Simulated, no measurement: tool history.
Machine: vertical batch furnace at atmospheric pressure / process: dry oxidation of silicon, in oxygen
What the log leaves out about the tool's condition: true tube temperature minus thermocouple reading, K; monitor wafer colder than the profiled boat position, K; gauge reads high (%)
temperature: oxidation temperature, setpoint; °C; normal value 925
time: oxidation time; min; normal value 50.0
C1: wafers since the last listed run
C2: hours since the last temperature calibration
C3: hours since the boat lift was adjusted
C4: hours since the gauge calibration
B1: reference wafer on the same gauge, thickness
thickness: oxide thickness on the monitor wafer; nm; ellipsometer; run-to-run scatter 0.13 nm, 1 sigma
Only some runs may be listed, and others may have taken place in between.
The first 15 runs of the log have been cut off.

{"run": 16, "hour": 690.8, "temperature": 925, "time": 58.5, "C1": 786, "C2": 3053.1, "C3": 73.6, "C4": 1105.3, "B1": 31.61, "thickness": 36.48}
{"run": 17, "hour": 740.6, "temperature": 925, "time": 58.0, "C1": 840, "C2": 3102.9, "C3": 123.4, "C4": 1155.1, "B1": 31.6, "thickness": 36.05}
{"run": 18, "hour": 786.2, "temperature": 904, "time": 37.0, "C1": 770, "C2": 3148.5, "C3": 169.0, "C4": 1200.7, "B1": 31.61, "thickness": 21.58}
{"run": 19, "hour": 847.1, "temperature": 917, "time": 40.0, "C1": 1028, "C2": 3209.4, "C3": 229.9, "C4": 1261.6, "B1": 31.56, "thickness": 25.92}
{"run": 20, "hour": 871.6, "temperature": 925, "time": 50.0, "C1": 413, "C2": 3233.9, "C3": 254.4, "C4": 1286.1, "B1": 31.6, "thickness": 32.4}
{"run": 21, "hour": 926.7, "temperature": 912, "time": 33.0, "C1": 930, "C2": 3289.0, "C3": 309.5, "C4": 1341.2, "B1": 31.59, "thickness": 21.54}
{"run": 22, "hour": 957.2, "temperature": 925, "time": 72.0, "C1": 515, "C2": 3319.5, "C3": 340.0, "C4": 1371.7, "B1": 31.6, "thickness": 42.11}
{"hour": 968.1, "done": "gauge calibrated"}
{"run": 23, "hour": 1018.8, "temperature": 905, "time": 40.0, "C1": 1040, "C2": 3381.1, "C3": 401.6, "C4": 50.7, "B1": 31.58, "thickness": 23.03}
{"hour": 1074.4, "done": "thermocouples replaced and temperature profile calibrated"}
{"run": 24, "hour": 1074.9, "temperature": 911, "time": 42.0, "C1": 542, "C2": 0.5, "C3": 457.7, "C4": 106.8, "B1": 31.61, "thickness": 24.29}
{"run": 25, "hour": 1137.9, "temperature": 925, "time": 59.5, "C1": 1063, "C2": 63.5, "C3": 520.7, "C4": 169.8, "B1": 31.59, "thickness": 35.34}
{"run": 26, "hour": 1232.4, "temperature": 925, "time": 50.0, "C1": 1595, "C2": 158.0, "C3": 615.2, "C4": 264.3, "B1": 31.62, "thickness": 31.42}
{"run": 27, "hour": 1268.1, "temperature": 925, "time": 26.0, "C1": 602, "C2": 193.7, "C3": 650.9, "C4": 300.0, "B1": 31.59, "thickness": 20.03}
{"run": 28, "hour": 1295.1, "temperature": 914, "time": 63.5, "C1": 455, "C2": 220.7, "C3": 677.9, "C4": 327.0, "B1": 31.6, "thickness": 33.43}
{"run": 29, "hour": 1361.5, "temperature": 918, "time": 34.5, "C1": 1121, "C2": 287.1, "C3": 744.3, "C4": 393.4, "B1": 31.58, "thickness": 22.85}
{"run": 30, "hour": 1395.1, "temperature": 925, "time": 50.0, "C1": 567, "C2": 320.7, "C3": 777.9, "C4": 427.0, "B1": 31.58, "thickness": 31.67}
{"run": 31, "hour": 1427.0, "temperature": 917, "time": 71.0, "C1": 538, "C2": 352.6, "C3": 809.8, "C4": 458.9, "B1": 31.61, "thickness": 37.32}
{"run": 32, "hour": 1495.7, "temperature": 925, "time": 50.0, "C1": 1160, "C2": 421.3, "C3": 878.5, "C4": 527.6, "B1": 31.6, "thickness": 31.64}
{"run": 33, "hour": 1556.8, "temperature": 904, "time": 42.5, "C1": 1031, "C2": 482.4, "C3": 939.6, "C4": 588.7, "B1": 31.59, "thickness": 22.96}
{"run": 34, "hour": 1608.9, "temperature": 911, "time": 37.5, "C1": 879, "C2": 534.5, "C3": 991.7, "C4": 640.8, "B1": 31.59, "thickness": 22.63}
{"run": 35, "hour": 1657.9, "temperature": 916, "time": 67.5, "C1": 827, "C2": 583.5, "C3": 1040.7, "C4": 689.8, "B1": 31.6, "thickness": 35.8}
{"run": 36, "hour": 1718.6, "temperature": 933, "time": 34.5, "C1": 1025, "C2": 644.2, "C3": 1101.4, "C4": 750.5, "B1": 31.58, "thickness": 26.6}
{"run": 37, "hour": 1773.3, "temperature": 906, "time": 61.0, "C1": 923, "C2": 698.9, "C3": 1156.1, "C4": 805.2, "B1": 31.6, "thickness": 30.27}
{"run": 38, "hour": 1907.7, "temperature": 925, "time": 50.0, "C1": 2269, "C2": 833.3, "C3": 1290.5, "C4": 939.6, "B1": 31.6, "thickness": 32.17}
{"run": 39, "hour": 1943.8, "temperature": 941, "time": 50.0, "C1": 609, "C2": 869.4, "C3": 1326.6, "C4": 975.7, "B1": 31.61, "thickness": 36.66}
{"run": 40, "hour": 1983.5, "temperature": 902, "time": 50.0, "C1": 670, "C2": 909.1, "C3": 1366.3, "C4": 1015.4, "B1": 31.61, "thickness": 25.55}

Predict each of these 3 candidate next runs independently; none follows another, all start after run 40:
{"run": "A", "hour": 1988.2, "temperature": 944, "time": 50.0, "C1": 79, "C2": 913.8, "C3": 1371.0, "C4": 1020.1, "B1": "?", "thickness": "?"}
{"run": "B", "hour": 1988.2, "temperature": 946, "time": 38.0, "C1": 79, "C2": 913.8, "C3": 1371.0, "C4": 1020.1, "B1": "?", "thickness": "?"}
{"run": "C", "hour": 1988.2, "temperature": 945, "time": 50.0, "C1": 79, "C2": 913.8, "C3": 1371.0, "C4": 1020.1, "B1": "?", "thickness": "?"}

run=A B1=31.60 thickness=37.59
run=B B1=31.60 thickness=31.69
run=C B1=31.60 thickness=37.91
The same runs, with their run-to-run variation unchanged, on a tool lacking any hidden condition would have given:
run=A thickness=36.78
run=B thickness=31.00
run=C thickness=37.09
